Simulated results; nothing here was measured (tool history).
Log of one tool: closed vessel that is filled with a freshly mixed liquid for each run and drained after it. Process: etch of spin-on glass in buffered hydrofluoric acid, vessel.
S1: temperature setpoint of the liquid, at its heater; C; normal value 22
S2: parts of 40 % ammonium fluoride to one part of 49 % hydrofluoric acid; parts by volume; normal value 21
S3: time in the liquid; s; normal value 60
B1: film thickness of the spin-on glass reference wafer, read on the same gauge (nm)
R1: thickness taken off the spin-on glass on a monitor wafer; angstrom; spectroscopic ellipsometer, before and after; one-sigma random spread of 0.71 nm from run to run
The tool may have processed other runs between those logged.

Run 1, hour 0: usual settings; B1 89.96. Result: R1 1076.8 angstrom.
Run 2, hour 14.3: usual settings but S2 26.5 parts by volume; B1 90.05. Result: R1 905.8 angstrom.
Run 3, hour 22.4: usual settings but S2 26.5 parts by volume; B1 90. Result: R1 903.2 angstrom.
Run 4, hour 34.6: usual settings; B1 89.99. Result: R1 1064.1 angstrom.
Run 5, hour 70.2: usual settings; B1 89.99. Result: R1 1065.1 angstrom.
Run 6, hour 76.9: usual settings; B1 90.02. Result: R1 1070.1 angstrom.
Run 7, hour 87.6: usual settings; B1 89.98. Result: R1 1061.7 angstrom.
Run 8, hour 97.6: usual settings; B1 90.01. Result: R1 1056.4 angstrom.
Run 9, hour 107.4: usual settings; B1 90.03. Result: R1 1059.4 angstrom.
At hour 113.5: thermometer replaced.
Run 10, hour 118.8: usual settings; B1 89.97. Result: R1 1244.3 angstrom.
Run 11, hour 135.4: usual settings; B1 90.02. Result: R1 1235 angstrom.
Run 12, hour 143.8: usual settings; B1 89.99. Result: R1 1264.5 angstrom.
At hour 163.4: gauge calibrated.
Run 13, hour 178.8: usual settings but S2 18 parts by volume; B1 90.02. Result: R1 1426.6 angstrom.
Run 14, hour 186.1: usual settings but S1 26 C, S2 13 parts by volume; B1 90. Result: R1 2449.9 angstrom.
Run 15, hour 200.7: usual settings but S1 24 C, S2 13.5 parts by volume, S3 90 s; B1 90.04. Result: R1 3166 angstrom.
Run 16, hour 213.3: usual settings; B1 89.98. Result: R1 1250.3 angstrom.
Run 17, hour 230.4: usual settings but S1 26 C, S3 50 s; B1 90.01. Result: R1 1284.3 angstrom.
Run 18, hour 237.6: usual settings but S2 18 parts by volume; B1 89.99. Result: R1 1416.7 angstrom.
At hour 239.3: hydrofluoric acid flow meter replaced.
Run 19, hour 247.2: usual settings but S1 24.5 C; B1 90.01. Result: R1 1416.4 angstrom.
Run 20, hour 255.2: usual settings but S2 26.5 parts by volume; B1 90.01. Result: R1 1052.6 angstrom.
Run 21, hour 261.9: usual settings but S1 19.5 C, S3 30 s; B1 89.97. Result: R1 536.5 angstrom.
Run 22, hour 312.4: usual settings but S1 20.5 C, S2 17.5 parts by volume, S3 80 s; B1 89.98. Result: R1 1776.9 angstrom.
Run 23, hour 325.8: usual settings; B1 90. Result: R1 1217.6 angstrom.
Run 24, hour 338.3: usual settings but S1 17.5 C, S2 18.5 parts by volume, S3 30 s; B1 90. Result: R1 532.9 angstrom.

Hidden state, per run?
hydrofluoric acid flow below the setpoint (%): 0 at every run
gauge reads high (%): 0 at every run
H1: liquid colder than its thermometer reads (K)
run     H1
  1   2.95
  2   2.97
  3   2.99
  4   3.01
  5   3.07
  6   3.08
  7    3.1
  8   3.12
  9   3.13
 10  0.217
 11  0.246
 12   0.26
 13  0.321
 14  0.333
 15  0.359
 16   0.38
 17   0.41
 18  0.422
 19  0.439
 20  0.453
 21  0.464
 22  0.551
 23  0.575
 24  0.596
